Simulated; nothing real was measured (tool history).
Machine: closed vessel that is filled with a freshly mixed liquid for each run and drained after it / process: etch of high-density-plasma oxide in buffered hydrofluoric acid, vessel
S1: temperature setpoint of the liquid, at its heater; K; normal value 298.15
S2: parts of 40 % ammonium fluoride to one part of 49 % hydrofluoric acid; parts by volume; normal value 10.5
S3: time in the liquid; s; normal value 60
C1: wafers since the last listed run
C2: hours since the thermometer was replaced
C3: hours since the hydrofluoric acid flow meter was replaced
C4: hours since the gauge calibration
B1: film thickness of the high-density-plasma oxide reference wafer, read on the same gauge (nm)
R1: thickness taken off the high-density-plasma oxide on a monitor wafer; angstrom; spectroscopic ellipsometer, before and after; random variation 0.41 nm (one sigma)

run,hour,S1,S2,S3,C1,C2,C3,C4,B1,R1
1,0,298.15,10.5,60,0,1510.2,441.6,661.3,79.99,729.9
2,13,300.65,10.5,75,1287,1523.2,454.6,674.3,79.99,1041.5
3,37,300.65,10.5,75,2376,1547.2,478.6,698.3,80.01,1039.5
4,61.2,300.65,10.5,75,2395,1571.4,502.8,722.5,80.01,1037.8
5,85.9,296.15,10.5,50,2445,1596.1,527.5,747.2,79.99,546.5
6,113.9,296.15,10.5,50,2772,1624.1,555.5,775.2,80.01,547.6
7,134.2,301.15,10.5,60,2009,1644.4,575.8,795.5,79.99,856.5
8,148.1,298.15,11.5,45,1376,1658.3,589.7,809.4,80.02,497.6
9,178.5,297.15,10.5,60,3009,1688.7,620.1,839.8,80,683.5
10,200.1,297.15,10.5,60,2138,1710.3,641.7,861.4,79.99,676.9
# hour 215: thermometer replaced
# hour 265.8: gauge calibrated
11,268.7,297.15,10.5,60,6692,53.7,710.3,2.9,80,680.6
12,286.9,298.15,10.5,60,1801,71.9,728.5,21.1,79.98,730.4
13,305.8,298.15,10.5,60,1871,90.8,747.4,40,80.01,727.9
14,325.3,296.15,12.5,60,1930,110.3,766.9,59.5,80.01,546.9
15,339.4,300.65,7,75,1395,124.4,781,73.6,80.02,1516.4
16,363.8,300.15,13.5,85,2415,148.8,805.4,98,80.01,892.3
17,394.9,300.15,13.5,85,3079,179.9,836.5,129.1,80.01,884.5
18,413.8,302.65,8.5,60,1871,198.8,855.4,148,80.01,1092.8
19,447.2,300.65,10.5,75,3306,232.2,888.8,181.4,79.99,1023.7
20,472.3,298.15,10.5,60,2484,257.3,913.9,206.5,80,722.5
21,484.8,294.65,7,75,1237,269.8,926.4,219,79.99,1080.1
22,499.4,298.15,10.5,60,1445,284.4,941,233.6,80,723.2
23,516,302.15,14.5,60,1643,301,957.6,250.2,80.01,651.5
# hour 550.2: hydrofluoric acid flow meter replaced
24,615.8,298.15,10.5,60,9781,400.8,65.6,350,79.99,732.7
25,641.3,298.15,10.5,60,2524,426.3,91.1,375.5,80.02,734.3
26,675.6,296.65,10.5,30,3395,460.6,125.4,409.8,79.99,337.6
27,699.5,298.15,10.5,60,2366,484.5,149.3,433.7,79.98,733.4
28,724.6,301.15,10.5,80,2484,509.6,174.4,458.8,79.98,1152.7
29,743.1,298.15,10.5,60,1831,528.1,192.9,477.3,80,730.2
30,776.5,298.15,7.5,60,3306,561.5,226.3,510.7,79.98,1002.8
31,795.5,298.15,10.5,70,1881,580.5,245.3,529.7,80,849

Branching from run 31: 5 alternative next runs. What would each branch give?
A,796.2,298.15,10.5,80,69,581.2,246,530.4,?,?
B,796.2,293.15,10.5,75,69,581.2,246,530.4,?,?
C,796.2,299.65,8,60,69,581.2,246,530.4,?,?
D,796.2,298.15,12.5,85,69,581.2,246,530.4,?,?
E,796.2,298.15,8.5,60,69,581.2,246,530.4,?,?

run,B1,R1
A,80,972.1
B,80,692
C,80,1005.4
D,80,871.2
E,80,868.4
With the hidden condition removed and each run's random variation left untouched, the same runs would have given:
run,R1
A,979.7
B,697.4
C,1014.1
D,878.1
E,875.9

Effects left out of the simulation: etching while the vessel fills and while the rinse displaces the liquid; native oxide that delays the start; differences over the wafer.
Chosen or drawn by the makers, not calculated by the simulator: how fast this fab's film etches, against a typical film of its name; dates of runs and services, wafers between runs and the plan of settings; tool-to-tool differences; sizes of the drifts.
